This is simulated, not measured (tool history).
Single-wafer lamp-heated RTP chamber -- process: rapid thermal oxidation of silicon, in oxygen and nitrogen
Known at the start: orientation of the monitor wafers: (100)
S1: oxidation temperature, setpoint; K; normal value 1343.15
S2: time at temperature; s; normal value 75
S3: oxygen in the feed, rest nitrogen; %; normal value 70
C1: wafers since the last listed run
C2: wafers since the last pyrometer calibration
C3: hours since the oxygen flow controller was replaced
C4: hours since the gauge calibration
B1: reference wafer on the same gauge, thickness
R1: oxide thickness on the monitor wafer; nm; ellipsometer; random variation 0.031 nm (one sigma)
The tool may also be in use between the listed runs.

run,hour,S1,S2,S3,C1,C2,C3,C4,B1,R1
1,0.0,1343.15,75,70,0,6339,4507.8,366.8,9.888,9.468
2,11.7,1343.15,75,70,48,6387,4519.5,378.5,9.880,9.446
3,27.6,1343.15,75,70,65,6453,4535.4,394.4,9.883,9.484
4,40.8,1343.15,75,70,54,6507,4548.6,407.6,9.883,9.487
5,55.4,1343.15,75,70,59,6567,4563.2,422.2,9.884,9.518
6,72.4,1343.15,75,70,69,6637,4580.2,439.2,9.884,9.473
7,81.8,1343.15,75,70,38,6675,4589.6,448.6,9.876,9.439
8,88.0,1343.15,75,70,25,6701,4595.8,454.8,9.896,9.477
9,100.3,1343.15,75,70,50,6751,4608.1,467.1,9.894,9.515
10,115.7,1343.15,51,70,63,6814,4623.5,482.5,9.895,7.978
11,122.0,1343.15,51,70,25,6840,4629.8,488.8,9.898,8.031
12,133.6,1320.15,75,63,47,6888,4641.4,500.4,9.882,7.903
# hour 146.6: gauge calibrated
13,146.9,1320.15,75,63,54,6942,4654.7,0.3,9.879,7.803
14,157.0,1343.15,75,70,41,6984,4664.8,10.4,9.866,9.534
15,172.0,1343.15,75,70,61,7045,4679.8,25.4,9.885,9.502
# hour 205.0: pyrometer window cleaned and pyrometer calibrated
16,206.7,1343.15,75,70,109,7,4714.5,60.1,9.883,9.907
17,216.7,1343.15,75,70,41,48,4724.5,70.1,9.887,9.884
18,229.1,1329.15,65,88,50,99,4736.9,82.5,9.882,9.238
19,235.6,1364.15,75,95,26,125,4743.4,89.0,9.873,12.654
# hour 245.5: oxygen flow controller replaced
20,250.9,1343.15,75,70,29,155,5.4,104.3,9.890,9.836

Run 21 has not been measured yet. What should we expect?
# hour 264.6: pyrometer window cleaned and pyrometer calibrated, repeated, since the last time left the tool worse
21,268.4,1320.15,75,63,38,15,22.9,121.8,?,?

Run 21 came out at B1 9.882, R1 7.502 nm.
On a tool with no hidden condition, and with the same random variation, this run would have come out at R1 7.501 nm.
